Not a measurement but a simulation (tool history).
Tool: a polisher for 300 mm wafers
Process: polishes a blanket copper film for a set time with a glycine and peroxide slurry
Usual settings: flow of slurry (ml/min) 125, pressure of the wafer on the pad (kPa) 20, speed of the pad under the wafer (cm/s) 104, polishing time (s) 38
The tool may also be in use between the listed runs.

run     day  flow of slurry (ml/min)  pressure of the wafer on the pad (kPa)  speed of the pad under the wafer (cm/s)  polishing time (s)  wafers since the last listed run  wafers polished on this pad  hours since the slurry nozzle was cleaned  hours since the head pressure was calibrated  incoming thickness of the incoming film, nm  film removed (Å)
  1       0                      125                                      20                                      104                  38                                 0                         3803                                      591.5                                         149.8                                       1166.6              1871
      1.304  -- worn pad replaced by a new one
  2   2.858                      125                                      20                                      104                  38                               952                          549                                      660.1                                         218.4                                       1179.3              1873
  3   5.658                      125                                      20                                      104                  38                               990                         1540                                      727.3                                         285.6                                       1183.9              1852
  4   9.504                      125                                      20                                      104                  38                              1360                         2901                                      819.6                                         377.9                                       1144.3              1767
      10.25  -- slurry nozzle cleaned
  5  11.438                      125                                      20                                      104                  38                               669                         3570                                       28.5                                         424.3                                       1155.1              1904
  6  13.508                      125                                      20                                      104                  48                               732                         4303                                       78.2                                           474                                       1165.1              2450
     14.771  -- head pressure recalibrated
     15.338  -- worn pad replaced by a new one
  7    17.4                      125                                      20                                      104                  38                              1288                          730                                      171.6                                          63.1                                         1148              1926
  8  21.867                      125                                      20                                      104                  38                              1580                         2311                                      278.8                                         170.3                                       1157.5              1894
  9  23.729                      125                                      20                                      104                  38                               659                         2970                                      323.5                                           215                                       1154.9              1887
 10  26.496                      125                                      20                                      104                  38                               979                         3949                                      389.9                                         281.4                                       1157.8              1886
     28.396  -- worn pad replaced by a new one
 11  29.204                      125                                      20                                      104                  38                               899                          286                                      454.9                                         346.4                                       1157.1              1909
 12  32.562                      125                                      20                                      104                  38                              1188                         1474                                      535.5                                           427                                       1152.9              1892
     33.108  -- head pressure recalibrated
 13  35.733                       90                                    15.9                                      104                  47                              1092                         2567                                      611.6                                            63                                       1166.1              1837
 14  38.608                      125                                    13.8                                      104                  48                              1017                         3584                                      680.6                                           132                                       1153.2              1708
     41.554  -- worn pad replaced by a new one
 15  41.779                      125                                      20                                       82                  50                              1063                           79                                      756.7                                         208.1                                       1181.1              2033
 16  44.442                      125                                    15.2                                      104                  46                               942                         1021                                      820.6                                           272                                       1145.1              1798
 17   46.45                      110                                      20                                      104                  32                               710                         1732                                      868.8                                         320.2                                       1162.8              1532
     49.308  -- head pressure recalibrated
 18  50.862                      125                                      20                                      104                  38                              1531                         3264                                      974.7                                          37.3                                       1156.9              1803
     52.158  -- slurry nozzle cleaned
 19  52.367                       85                                    14.5                                       76                  49                               517                         3781                                          5                                          73.4                                       1162.6              1495
         55  -- worn pad replaced by a new one
 20  56.025                      105                                      20                                      104                  38                              1235                          362                                       92.8                                         161.2                                       1161.4              1939
 21  59.921                      125                                    22.1                                       74                  38                              1378                         1741                                      186.3                                         254.7                                       1175.6              1616
 22  62.858                      140                                    26.2                                      128                  28                              1039                         2780                                      256.8                                         325.2                                         1163              2095
 23  64.708                       85                                    22.8                                      104                  38                               654                         3435                                      301.2                                         369.6                                       1160.6              1984
 24  66.925                      125                                      20                                      104                  38                               784                         4220                                      354.4                                         422.8                                       1148.7              1879
     68.146  -- worn pad replaced by a new one
 25  69.138                      100                                    26.9                                      104                  38                               723                          351                                      407.5                                         475.9                                       1161.6              2414

4 ways to go on from here, each from the tool as it stands after run 25. What would each give?
  A  69.154                      125                                      20                                      104                  38                                 5                          357                                      407.9                                         476.3                                       1141.6                 ?
  B  69.154                      105                                    25.5                                      132                  50                                 5                          357                                      407.9                                         476.3                                       1141.6                 ?
  C  69.154                      125                                      20                                       74                  38                                 5                          357                                      407.9                                         476.3                                       1141.6                 ?
  D  69.154                      100                                      20                                      104                  31                                 5                          357                                      407.9                                         476.3                                       1141.6                 ?

run  film removed (Å)
  A              1912
  B              3658
  C              1474
  D              1513
Without the tool's hidden state the same runs would have given:
run  film removed (Å)
  A              1977
  B              3791
  C              1524
  D              1568
